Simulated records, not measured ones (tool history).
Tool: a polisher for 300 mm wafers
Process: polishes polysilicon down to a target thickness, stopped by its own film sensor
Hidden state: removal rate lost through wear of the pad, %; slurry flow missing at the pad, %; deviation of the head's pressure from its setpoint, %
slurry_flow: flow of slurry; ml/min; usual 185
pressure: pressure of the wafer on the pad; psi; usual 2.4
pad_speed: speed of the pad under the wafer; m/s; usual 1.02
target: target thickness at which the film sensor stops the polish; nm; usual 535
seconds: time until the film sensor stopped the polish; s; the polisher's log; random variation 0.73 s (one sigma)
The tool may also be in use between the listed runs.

| run | hour | slurry_flow | pressure | pad_speed | target | wafers since the last listed run | wafers polished on this pad | hours since the slurry nozzle was cleaned | hours since the head pressure was calibrated | incoming thickness of the incoming film, nm | seconds |
|---|---|---|---|---|---|---|---|---|---|---|---|
| 1 | 0 | 185 | 2.4 | 1.02 | 535 | 0 | 1280 | 78.5 | 709.5 | 1000.7 | 61.1 |
| 2 | 61.4 | 185 | 2.4 | 1.02 | 535 | 633 | 1913 | 139.9 | 770.9 | 1023.2 | 63.6 |
|  | 126.4 | head pressure recalibrated |
| 3 | 169.2 | 185 | 2.4 | 1.16 | 535 | 1090 | 3004 | 247.7 | 42.8 | 1016 | 60 |
| 4 | 271.9 | 185 | 2.4 | 1.16 | 535 | 1058 | 4063 | 350.4 | 145.5 | 1018.4 | 62.7 |
| 5 | 350.2 | 185 | 2.4 | 1.02 | 535 | 807 | 4870 | 428.7 | 223.8 | 1036.2 | 75.5 |
|  | 360.9 | worn pad replaced by a new one |
| 6 | 410.3 | 185 | 2.4 | 1.02 | 535 | 578 | 508 | 488.8 | 283.9 | 1027 | 69 |
| 7 | 486.3 | 185 | 2.4 | 1.02 | 535 | 783 | 1292 | 564.8 | 359.9 | 1020.2 | 66.7 |
|  | 540.2 | slurry nozzle cleaned |
| 8 | 569.4 | 185 | 2.4 | 1.02 | 535 | 846 | 2138 | 29.2 | 443 | 1028.1 | 68.3 |
| 9 | 639.6 | 185 | 2.4 | 1.02 | 535 | 723 | 2862 | 99.4 | 513.2 | 1003.3 | 64.7 |
| 10 | 691.2 | 185 | 2.4 | 1.02 | 535 | 532 | 3394 | 151 | 564.8 | 1020.4 | 67.8 |
| 11 | 758.5 | 185 | 2.4 | 1.02 | 535 | 693 | 4088 | 218.3 | 632.1 | 1031.1 | 68.7 |
| 12 | 857.4 | 185 | 2.4 | 1.02 | 535 | 1019 | 5108 | 317.2 | 731 | 1015.9 | 68.9 |
|  | 925.6 | worn pad replaced by a new one |
|  | 975.9 | head pressure recalibrated |
|  | 1128.1 | slurry nozzle cleaned |
| 13 | 1170.2 | 185 | 2.4 | 1.02 | 535 | 3152 | 2491 | 42.1 | 194.3 | 1019.3 | 66.8 |
| 14 | 1273.5 | 185 | 2.4 | 1.02 | 535 | 1065 | 3556 | 145.4 | 297.6 | 1032.6 | 70.8 |
| 15 | 1361.4 | 185 | 2.4 | 1.02 | 535 | 906 | 4462 | 233.3 | 385.5 | 1022.9 | 70.1 |
|  | 1372.5 | worn pad replaced by a new one |
| 16 | 1444.5 | 185 | 2.4 | 1.02 | 535 | 815 | 742 | 316.4 | 468.6 | 1038.2 | 69.2 |
| 17 | 1523.8 | 135 | 2.4 | 1.02 | 434 | 817 | 1559 | 395.7 | 547.9 | 1018.5 | 81.8 |
| 18 | 1587.2 | 185 | 2.4 | 1.26 | 605 | 653 | 2213 | 459.1 | 611.3 | 1032.4 | 47.3 |
| 19 | 1641.4 | 225 | 1.6 | 1.24 | 663 | 558 | 2772 | 513.3 | 665.5 | 1019.6 | 59.3 |
| 20 | 1687 | 185 | 2.4 | 1.02 | 535 | 470 | 3242 | 558.9 | 711.1 | 1003.6 | 63.3 |
| 21 | 1767.1 | 185 | 2.4 | 1.16 | 535 | 825 | 4068 | 639 | 791.2 | 1019.3 | 57.5 |
|  | 1819.5 | head pressure recalibrated |
|  | 1819.7 | slurry nozzle cleaned |
|  | 1831.6 | worn pad replaced by a new one |
| 22 | 1858.2 | 235 | 2.4 | 1.18 | 535 | 875 | 273 | 38.5 | 38.7 | 1023 | 57 |
| 23 | 1938.8 | 240 | 2.4 | 1.02 | 535 | 831 | 1104 | 119.1 | 119.3 | 998.3 | 63.1 |
| 24 | 1977.8 | 155 | 2.2 | 1.14 | 443 | 402 | 1506 | 158.1 | 158.3 | 1012.9 | 78.4 |
| 25 | 2067.5 | 185 | 2 | 1.02 | 535 | 924 | 2431 | 247.8 | 248 | 1010.7 | 80.9 |
| 26 | 2108.5 | 130 | 2.4 | 0.7 | 407 | 422 | 2854 | 288.8 | 289 | 1019.4 | 128.6 |
| 27 | 2174.9 | 225 | 2.4 | 1.02 | 427 | 684 | 3539 | 355.2 | 355.4 | 998.7 | 77.7 |
| 28 | 2226.6 | 185 | 2.4 | 1.3 | 535 | 533 | 4072 | 406.9 | 407.1 | 1016.1 | 54.4 |
| 29 | 2325.4 | 185 | 2 | 0.82 | 386 | 1018 | 5090 | 505.7 | 505.9 | 1021.5 | 136.1 |
|  | 2368.2 | worn pad replaced by a new one |
| 30 | 2400.6 | 185 | 2.4 | 1.22 | 373 | 734 | 333 | 580.9 | 581.1 | 1004.9 | 68.3 |
|  | 2422.9 | slurry nozzle cleaned |
| 31 | 2451.4 | 185 | 2.4 | 0.74 | 535 | 513 | 847 | 28.5 | 631.9 | 1025.7 | 88.1 |
| 32 | 2489.4 | 185 | 2.4 | 1.02 | 535 | 391 | 1238 | 66.5 | 669.9 | 1022 | 64.1 |
| 33 | 2576.5 | 185 | 1.8 | 0.86 | 647 | 898 | 2137 | 153.6 | 757 | 1021.5 | 78.9 |

The same runs without the tool's hidden state, with the same run-to-run variation:
| run | seconds |
|---|---|
| 1 | 63.3 |
| 2 | 66 |
| 3 | 56.9 |
| 4 | 58.4 |
| 5 | 69.1 |
| 6 | 68 |
| 7 | 65.8 |
| 8 | 67.3 |
| 9 | 63.5 |
| 10 | 66.4 |
| 11 | 66.8 |
| 12 | 66.1 |
| 13 | 65.7 |
| 14 | 68.6 |
| 15 | 67 |
| 16 | 70.1 |
| 17 | 83.1 |
| 18 | 48.1 |
| 19 | 60.1 |
| 20 | 64.1 |
| 21 | 57.9 |
| 22 | 56.9 |
| 23 | 62.8 |
| 24 | 77.9 |
| 25 | 79.9 |
| 26 | 126.6 |
| 27 | 75.9 |
| 28 | 52.7 |
| 29 | 129.5 |
| 30 | 70.8 |
| 31 | 91.7 |
| 32 | 66.8 |
| 33 | 82.6 |
